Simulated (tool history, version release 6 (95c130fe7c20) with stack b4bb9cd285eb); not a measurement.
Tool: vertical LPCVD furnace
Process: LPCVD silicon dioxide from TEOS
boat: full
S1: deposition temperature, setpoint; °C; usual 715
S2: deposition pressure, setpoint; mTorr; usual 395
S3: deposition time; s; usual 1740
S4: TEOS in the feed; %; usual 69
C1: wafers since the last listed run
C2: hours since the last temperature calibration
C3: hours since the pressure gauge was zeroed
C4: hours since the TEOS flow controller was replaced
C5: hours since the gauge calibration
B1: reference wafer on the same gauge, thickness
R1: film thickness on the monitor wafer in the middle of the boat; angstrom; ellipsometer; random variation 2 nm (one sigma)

run 1 day=0 | S1=715 S2=395 S3=1740 S4=69 | C1=0 C2=1597.3 C3=528.7 C4=1730.8 C5=400.4 | B1=327.97 | R1=3441.6
run 2 day=3.596 | S1=715 S2=395 S3=1740 S4=69 | C1=1910 C2=1683.6 C3=615 C4=1817.1 C5=486.7 | B1=328.35 | R1=3494.1
run 3 day=7.304 | S1=715 S2=395 S3=2100 S4=69 | C1=1970 C2=1772.6 C3=704 C4=1906.1 C5=575.7 | B1=328.09 | R1=4195.1
run 4 day=10.204 | S1=715 S2=395 S3=2100 S4=69 | C1=1541 C2=1842.2 C3=773.6 C4=1975.7 C5=645.3 | B1=327.55 | R1=4189.1
run 5 day=13.25 | S1=719 S2=395 S3=1740 S4=69 | C1=1618 C2=1915.3 C3=846.7 C4=2048.8 C5=718.4 | B1=328.4 | R1=3809.8
run 6 day=16.683 | S1=715 S2=355 S3=1740 S4=69 | C1=1824 C2=1997.7 C3=929.1 C4=2131.2 C5=800.8 | B1=327.88 | R1=3348.5
run 7 day=20.329 | S1=715 S2=355 S3=1740 S4=69 | C1=1937 C2=2085.2 C3=1016.6 C4=2218.7 C5=888.3 | B1=327.75 | R1=3339.6
run 8 day=23.25 | S1=715 S2=420 S3=1740 S4=69 | C1=1552 C2=2155.3 C3=1086.7 C4=2288.8 C5=958.4 | B1=327.82 | R1=3621.1
run 9 day=24.808 | S1=715 S2=395 S3=1740 S4=73 | C1=828 C2=2192.7 C3=1124.1 C4=2326.2 C5=995.8 | B1=328.17 | R1=3644.3
run 10 day=27.267 | S1=715 S2=395 S3=1740 S4=69 | C1=1306 C2=2251.7 C3=1183.1 C4=2385.2 C5=1054.8 | B1=327.83 | R1=3518
run 11 day=28.771 | S1=705 S2=435 S3=2400 S4=75 | C1=799 C2=2287.8 C3=1219.2 C4=2421.3 C5=1090.9 | B1=328.15 | R1=4293.5
-- day=31.646 TEOS flow controller replaced
run 12 day=32.121 | S1=715 S2=395 S3=2310 S4=69 | C1=1248 C2=2368.2 C3=1299.6 C4=11.4 C5=1171.3 | B1=328.65 | R1=4704.9
-- day=33.467 thermocouples replaced and temperature profile calibrated
run 13 day=35.158 | S1=715 S2=350 S3=1500 S4=69 | C1=1082 C2=40.6 C3=1372.5 C4=84.3 C5=1244.2 | B1=327.48 | R1=2718.7
-- day=35.479 gauge calibrated
run 14 day=37.338 | S1=715 S2=395 S3=1440 S4=69 | C1=1158 C2=92.9 C3=1424.8 C4=136.6 C5=44.6 | B1=327.6 | R1=2753.1
run 15 day=39.504 | S1=706 S2=350 S3=1500 S4=69 | C1=1151 C2=144.9 C3=1476.8 C4=188.6 C5=96.6 | B1=328.14 | R1=2240.9
run 16 day=42.942 | S1=710 S2=485 S3=1740 S4=69 | C1=1826 C2=227.4 C3=1559.3 C4=271.1 C5=179.1 | B1=328.48 | R1=3337.8
-- day=45.058 pressure gauge zeroed
run 17 day=45.079 | S1=715 S2=310 S3=2250 S4=73 | C1=604 C2=278.7 C3=0.5 C4=322.4 C5=230.4 | B1=328.1 | R1=3973.3
run 18 day=47.6 | S1=715 S2=395 S3=2280 S4=76 | C1=1339 C2=339.2 C3=61 C4=382.9 C5=290.9 | B1=328.11 | R1=4625.1
run 19 day=50.283 | S1=715 S2=395 S3=1350 S4=63 | C1=1426 C2=403.6 C3=125.4 C4=447.3 C5=355.3 | B1=327.68 | R1=2501
run 20 day=53.383 | S1=715 S2=395 S3=1440 S4=69 | C1=1647 C2=478 C3=199.8 C4=521.7 C5=429.7 | B1=327.55 | R1=2812.2
run 21 day=57.238 | S1=706 S2=350 S3=1500 S4=69 | C1=2048 C2=570.5 C3=292.3 C4=614.2 C5=522.2 | B1=328.42 | R1=2224.2

Forecast each of these 4 alternatives for the next run:
run A day=57.412 | S1=715 S2=395 S3=1740 S4=69 | C1=93 C2=574.7 C3=296.5 C4=618.4 C5=526.4 | B1=? | R1=?
run B day=57.412 | S1=715 S2=395 S3=1230 S4=69 | C1=93 C2=574.7 C3=296.5 C4=618.4 C5=526.4 | B1=? | R1=?
run C day=57.412 | S1=715 S2=490 S3=2130 S4=69 | C1=93 C2=574.7 C3=296.5 C4=618.4 C5=526.4 | B1=? | R1=?
run D day=57.412 | S1=715 S2=395 S3=1050 S4=69 | C1=93 C2=574.7 C3=296.5 C4=618.4 C5=526.4 | B1=? | R1=?

run=A B1=327.78 R1=3352.7
run=B B1=327.78 R1=2370
run=C B1=327.78 R1=4571.1
run=D B1=327.78 R1=2023.2
Without the tool's hidden state the same runs would have given:
run=A R1=3270
run=B R1=2311.5
run=C R1=4458.3
run=D R1=1973.2

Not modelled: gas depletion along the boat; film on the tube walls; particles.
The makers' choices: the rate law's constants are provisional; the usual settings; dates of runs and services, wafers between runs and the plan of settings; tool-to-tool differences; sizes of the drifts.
